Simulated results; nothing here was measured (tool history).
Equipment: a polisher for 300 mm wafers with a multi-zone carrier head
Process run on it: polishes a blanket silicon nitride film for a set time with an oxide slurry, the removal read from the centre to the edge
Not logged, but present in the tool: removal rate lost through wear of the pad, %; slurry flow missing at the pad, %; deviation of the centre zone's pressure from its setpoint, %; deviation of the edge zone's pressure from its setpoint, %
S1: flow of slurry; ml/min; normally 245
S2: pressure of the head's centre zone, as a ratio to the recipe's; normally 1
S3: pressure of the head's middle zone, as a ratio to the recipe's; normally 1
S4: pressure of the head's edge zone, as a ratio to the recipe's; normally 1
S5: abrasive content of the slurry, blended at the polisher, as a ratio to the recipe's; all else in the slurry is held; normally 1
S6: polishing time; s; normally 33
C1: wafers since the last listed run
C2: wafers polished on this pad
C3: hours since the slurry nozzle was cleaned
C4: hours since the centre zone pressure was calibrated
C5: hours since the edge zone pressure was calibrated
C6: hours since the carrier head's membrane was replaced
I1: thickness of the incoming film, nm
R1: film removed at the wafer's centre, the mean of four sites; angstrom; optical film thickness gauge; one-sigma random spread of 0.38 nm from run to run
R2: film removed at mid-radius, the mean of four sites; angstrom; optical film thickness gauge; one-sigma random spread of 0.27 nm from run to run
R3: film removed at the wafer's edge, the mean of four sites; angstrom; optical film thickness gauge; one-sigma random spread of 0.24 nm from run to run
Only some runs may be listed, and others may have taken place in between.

run    hour   S1    S2    S3    S4    S5  S6    C1    C2     C3     C4      C5      C6     I1   R1   R2   R3
  1       0  245     1     1     1     1  33     0  1175   56.1  193.5  1010.1  1554.4  423.5  389  398  391
  2    47.8  245     1     1     1     1  33   902  2078  103.9  241.3  1057.9  1602.2  434.3  387  402  391
       53.9  -- carrier head's membrane replaced by a new one
  3    87.4  245     1     1     1     1  33   653  2731  143.5  280.9  1097.5    33.5  433.5  398  402  389
  4   126.8  245     1     1     1     1  33   743  3475  182.9  320.3  1136.9    72.9  424.7  387  394  392
      165.3  -- centre zone pressure recalibrated
  5   179.8  165     1     1  1.11  1.25  33   963  4438  235.9   14.5  1189.9   125.9    434  398  407  423
  6     242  245   0.9     1  0.95     1  33  1174  5613  298.1   76.7  1252.1   188.1  422.8  352  401  382
  7   304.3  170     1     1     1     1  33  1176  6789  360.4    139  1314.4   250.4  439.7  373  376  375
      328.9  -- worn pad replaced by a new one
      336.5  -- edge zone pressure recalibrated
  8   354.2  295  1.11     1     1     1  43   828   440  410.3  188.9    17.7   300.3  435.8  587  528  515
  9   396.4  245     1   0.9     1     1  33   796  1236  452.5  231.1    59.9   342.5  432.6  392  360  389
 10   431.3  245  0.93  1.09     1     1  33   659  1895  487.4    266    94.8   377.4  428.4  362  427  389
 11   502.5  245     1     1     1     1  33  1344  3240  558.6  337.2     166   448.6  432.4  398  397  389
      526.7  -- centre zone pressure recalibrated
 12   539.5  280     1     1     1  0.85  33   660  3901  595.6   12.8     203   485.6    432  376  376  367
 13   566.5  245     1     1     1     1  42   509  4411  622.6   39.8     230   512.6  433.7  504  498  501
 14   607.6  245     1     1     1     1  33   776  5187  663.7   80.9   271.1   553.7  422.1  393  403  394
 15   634.6  245     1     1     1     1  33   509  5696  690.7  107.9   298.1   580.7  434.8  386  394  387
      732.7  -- slurry nozzle cleaned
      769.3  -- worn pad replaced by a new one
 16     774  245     1  1.09  1.12     1  33  2537    89   41.3  247.3   437.5   720.1  433.8  388  428  411
 17   809.2  245  1.07     1     1     1  33   664   754   76.5  282.5   472.7   755.3  428.3  420  393  392
 18   871.6  315     1     1     1     1  41  1178  1932  138.9  344.9   535.1   817.7  434.1  502  509  496
      904.5  -- centre zone pressure recalibrated
 19   923.7  245  0.96     1     1  0.85  33   946  2878    191   19.2   587.2   869.8  431.9  352  368  364
 20  1086.3  300     1  0.93  0.92     1  29  3070  5948  353.6  181.8   749.8  1032.4  432.1  353  334  338
 21    1114  245     1  0.92     1     1  36   523  6471  381.3  209.5   777.5  1060.1  424.6  431  406  424
       1171  -- worn pad replaced by a new one
 22  1171.5  245  1.04  0.94  1.04  0.85  33  1010     9  438.8    267     835  1117.6  430.3  380  353  367

What if the next run were any one of these 3? Each begins from the tool's condition after run 22:
  A  1171.9  310     1     1     1   1  33   7  17  439.2  267.4  835.4  1118  421.7   ?   ?   ?
  B  1171.9  245     1  0.95  1.06   1  29   7  17  439.2  267.4  835.4  1118  421.7   ?   ?   ?
  C  1171.9  285  1.07     1  1.07   1  26   7  17  439.2  267.4  835.4  1118  421.7   ?   ?   ?

run   R1   R2   R3
  A  397  402  400
  B  339  329  353
  C  332  314  322
Had the tool no hidden state, the same runs would have come out as:
run   R1   R2   R3
  A  397  402  400
  B  339  329  353
  C  332  314  322

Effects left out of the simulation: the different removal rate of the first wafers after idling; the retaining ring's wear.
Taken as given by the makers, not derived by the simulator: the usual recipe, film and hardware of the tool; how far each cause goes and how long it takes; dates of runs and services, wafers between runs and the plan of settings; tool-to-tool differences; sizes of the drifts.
